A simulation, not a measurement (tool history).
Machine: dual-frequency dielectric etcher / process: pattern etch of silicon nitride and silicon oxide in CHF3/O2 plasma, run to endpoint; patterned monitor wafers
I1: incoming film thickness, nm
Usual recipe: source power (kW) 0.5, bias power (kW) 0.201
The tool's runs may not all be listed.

{"run": 1, "day": 0.0, "source power (kW)": 0.47, "bias power (kW)": 0.201, "I1": 153.9, "endpoint time (s)": 102.8}
{"run": 2, "day": 1.592, "source power (kW)": 0.47, "bias power (kW)": 0.201, "I1": 153.5, "endpoint time (s)": 102.5}
{"run": 3, "day": 5.004, "source power (kW)": 0.5, "bias power (kW)": 0.201, "I1": 154.5, "endpoint time (s)": 99.1}
{"day": 6.808, "done": "wet clean of the chamber"}
{"run": 4, "day": 8.45, "source power (kW)": 0.5, "bias power (kW)": 0.201, "I1": 154.8, "endpoint time (s)": 103.7}
{"run": 5, "day": 10.233, "source power (kW)": 0.5, "bias power (kW)": 0.201, "I1": 154.7, "endpoint time (s)": 103.8}
{"run": 6, "day": 12.296, "source power (kW)": 0.5, "bias power (kW)": 0.201, "I1": 154.2, "endpoint time (s)": 102.9}
{"run": 7, "day": 13.988, "source power (kW)": 0.5, "bias power (kW)": 0.201, "I1": 154.2, "endpoint time (s)": 102}
{"run": 8, "day": 18.371, "source power (kW)": 0.5, "bias power (kW)": 0.201, "I1": 154.1, "endpoint time (s)": 103.1}
{"run": 9, "day": 22.179, "source power (kW)": 0.5, "bias power (kW)": 0.201, "I1": 152.2, "endpoint time (s)": 101}
{"run": 10, "day": 26.542, "source power (kW)": 0.5, "bias power (kW)": 0.166, "I1": 153.2, "endpoint time (s)": 104.1}
{"run": 11, "day": 28.671, "source power (kW)": 0.5, "bias power (kW)": 0.166, "I1": 154.7, "endpoint time (s)": 105.6}
{"run": 12, "day": 33.062, "source power (kW)": 0.5, "bias power (kW)": 0.201, "I1": 154, "endpoint time (s)": 100.6}
{"run": 13, "day": 34.712, "source power (kW)": 0.41, "bias power (kW)": 0.225, "I1": 154.5, "endpoint time (s)": 106}
{"day": 35.775, "done": "wet clean of the chamber"}
{"run": 14, "day": 36.325, "source power (kW)": 0.5, "bias power (kW)": 0.201, "I1": 155.5, "endpoint time (s)": 104.4}
{"day": 38.529, "done": "source power generator calibrated"}
{"run": 15, "day": 38.971, "source power (kW)": 0.5, "bias power (kW)": 0.201, "I1": 153.9, "endpoint time (s)": 103.4}
{"day": 44.804, "done": "bias power generator calibrated"}
{"run": 16, "day": 49.933, "source power (kW)": 0.5, "bias power (kW)": 0.201, "I1": 153.2, "endpoint time (s)": 100.4}
{"run": 17, "day": 53.542, "source power (kW)": 0.6, "bias power (kW)": 0.154, "I1": 154.2, "endpoint time (s)": 98.5}
{"run": 18, "day": 56.679, "source power (kW)": 0.44, "bias power (kW)": 0.243, "I1": 153.8, "endpoint time (s)": 103.5}
{"day": 59.462, "done": "upper electrode replaced"}
{"day": 60.088, "done": "wet clean of the chamber"}
{"run": 19, "day": 60.108, "source power (kW)": 0.54, "bias power (kW)": 0.178, "I1": 154.3, "endpoint time (s)": 102.5}
{"run": 20, "day": 63.192, "source power (kW)": 0.39, "bias power (kW)": 0.163, "I1": 152.8, "endpoint time (s)": 121.6}
{"run": 21, "day": 65.321, "source power (kW)": 0.59, "bias power (kW)": 0.17, "I1": 151.9, "endpoint time (s)": 96.3}
{"run": 22, "day": 67.554, "source power (kW)": 0.56, "bias power (kW)": 0.201, "I1": 154.4, "endpoint time (s)": 97.9}
{"run": 23, "day": 70.842, "source power (kW)": 0.42, "bias power (kW)": 0.236, "I1": 154.2, "endpoint time (s)": 106.9}
{"run": 24, "day": 73.412, "source power (kW)": 0.6, "bias power (kW)": 0.156, "I1": 153.4, "endpoint time (s)": 97.6}
{"run": 25, "day": 76.896, "source power (kW)": 0.5, "bias power (kW)": 0.188, "I1": 154.2, "endpoint time (s)": 101}

Below are 5 alternative next runs, each starting from the tool's condition after run 25. Predict each:
{"run": "A", "day": 76.917, "source power (kW)": 0.5, "bias power (kW)": 0.201, "I1": 153.6, "endpoint time (s)": "?"}
{"run": "B", "day": 76.917, "source power (kW)": 0.5, "bias power (kW)": 0.23, "I1": 153.6, "endpoint time (s)": "?"}
{"run": "C", "day": 76.917, "source power (kW)": 0.61, "bias power (kW)": 0.23, "I1": 153.6, "endpoint time (s)": "?"}
{"run": "D", "day": 76.917, "source power (kW)": 0.42, "bias power (kW)": 0.224, "I1": 153.6, "endpoint time (s)": "?"}
{"run": "E", "day": 76.917, "source power (kW)": 0.5, "bias power (kW)": 0.226, "I1": 153.6, "endpoint time (s)": "?"}

run=A endpoint_time_(s)=99.5
run=B endpoint_time_(s)=96.5
run=C endpoint_time_(s)=87.9
run=D endpoint_time_(s)=105.8
run=E endpoint_time_(s)=96.9
The same runs, with their run-to-run variation unchanged, on a tool lacking any hidden condition would have given:
run=A endpoint_time_(s)=103.5
run=B endpoint_time_(s)=100.4
run=C endpoint_time_(s)=91.5
run=D endpoint_time_(s)=110.1
run=E endpoint_time_(s)=100.8
